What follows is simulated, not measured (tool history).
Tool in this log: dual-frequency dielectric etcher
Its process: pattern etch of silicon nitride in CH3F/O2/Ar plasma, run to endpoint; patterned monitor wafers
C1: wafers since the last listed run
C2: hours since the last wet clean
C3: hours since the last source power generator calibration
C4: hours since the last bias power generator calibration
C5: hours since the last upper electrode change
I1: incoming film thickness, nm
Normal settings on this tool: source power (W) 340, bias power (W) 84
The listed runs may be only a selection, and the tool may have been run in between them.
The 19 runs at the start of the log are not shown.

run 20 day=36.058 | source_power_(W)=310 bias_power_(W)=101 | C1=815 C2=255.1 C3=321.2 C4=222.8 C5=3503.1 | I1=43.48 | endpoint_time_(s)=62.6
run 21 day=38.654 | source_power_(W)=340 bias_power_(W)=84 | C1=913 C2=317.4 C3=383.5 C4=285.1 C5=3565.4 | I1=43.41 | endpoint_time_(s)=63.9
run 22 day=40.992 | source_power_(W)=340 bias_power_(W)=84 | C1=822 C2=373.5 C3=439.6 C4=341.2 C5=3621.5 | I1=43.27 | endpoint_time_(s)=63.3
run 23 day=42.371 | source_power_(W)=280 bias_power_(W)=100 | C1=485 C2=406.6 C3=472.7 C4=374.3 C5=3654.6 | I1=43.39 | endpoint_time_(s)=64.4
-- day=43.688 upper electrode replaced
run 24 day=44.75 | source_power_(W)=340 bias_power_(W)=84 | C1=485 C2=463.7 C3=529.8 C4=431.4 C5=25.5 | I1=43.67 | endpoint_time_(s)=63.5
-- day=47.821 wet clean of the chamber
run 25 day=47.842 | source_power_(W)=340 bias_power_(W)=99 | C1=736 C2=0.5 C3=604 C4=505.6 C5=99.7 | I1=43.36 | endpoint_time_(s)=61.7
run 26 day=49.367 | source_power_(W)=300 bias_power_(W)=84 | C1=536 C2=37.1 C3=640.6 C4=542.2 C5=136.3 | I1=43.35 | endpoint_time_(s)=68
run 27 day=51.208 | source_power_(W)=340 bias_power_(W)=84 | C1=648 C2=81.3 C3=684.8 C4=586.4 C5=180.5 | I1=43.44 | endpoint_time_(s)=64.7
run 28 day=54.125 | source_power_(W)=310 bias_power_(W)=105 | C1=1026 C2=151.3 C3=754.8 C4=656.4 C5=250.5 | I1=42.84 | endpoint_time_(s)=61
run 29 day=55.733 | source_power_(W)=270 bias_power_(W)=68 | C1=566 C2=189.9 C3=793.4 C4=695 C5=289.1 | I1=43.45 | endpoint_time_(s)=75.4
run 30 day=62.767 | source_power_(W)=390 bias_power_(W)=99 | C1=2475 C2=358.7 C3=962.2 C4=863.8 C5=457.9 | I1=43.66 | endpoint_time_(s)=57.3
run 31 day=63.879 | source_power_(W)=290 bias_power_(W)=69 | C1=391 C2=385.4 C3=988.9 C4=890.5 C5=484.6 | I1=43.56 | endpoint_time_(s)=72.3
run 32 day=65.721 | source_power_(W)=380 bias_power_(W)=75 | C1=648 C2=429.6 C3=1033.1 C4=934.7 C5=528.8 | I1=43.39 | endpoint_time_(s)=63
run 33 day=68.258 | source_power_(W)=310 bias_power_(W)=84 | C1=893 C2=490.5 C3=1094 C4=995.6 C5=589.7 | I1=43.37 | endpoint_time_(s)=65
run 34 day=69.888 | source_power_(W)=370 bias_power_(W)=77 | C1=573 C2=529.6 C3=1133.1 C4=1034.7 C5=628.8 | I1=43.45 | endpoint_time_(s)=62.9
-- day=72.833 wet clean of the chamber
run 35 day=72.854 | source_power_(W)=340 bias_power_(W)=97 | C1=692 C2=0.5 C3=1204.3 C4=1105.9 C5=700 | I1=43.45 | endpoint_time_(s)=61.8
run 36 day=75.192 | source_power_(W)=270 bias_power_(W)=94 | C1=822 C2=56.6 C3=1260.4 C4=1162 C5=756.1 | I1=43.43 | endpoint_time_(s)=67.9

3 options for the next run, each taken on its own from the tool as it stands now. Forecast them:
run A day=75.208 | source_power_(W)=380 bias_power_(W)=84 | C1=5 C2=57 C3=1260.8 C4=1162.4 C5=756.5 | I1=43.62 | endpoint_time_(s)=?
run B day=75.208 | source_power_(W)=280 bias_power_(W)=84 | C1=5 C2=57 C3=1260.8 C4=1162.4 C5=756.5 | I1=43.62 | endpoint_time_(s)=?
run C day=75.208 | source_power_(W)=300 bias_power_(W)=75 | C1=5 C2=57 C3=1260.8 C4=1162.4 C5=756.5 | I1=43.62 | endpoint_time_(s)=?

run=A endpoint_time_(s)=62.1
run=B endpoint_time_(s)=69.9
run=C endpoint_time_(s)=70.7
Without the tool's hidden state the same runs would have given:
run=A endpoint_time_(s)=62.7
run=B endpoint_time_(s)=70.5
run=C endpoint_time_(s)=71.3
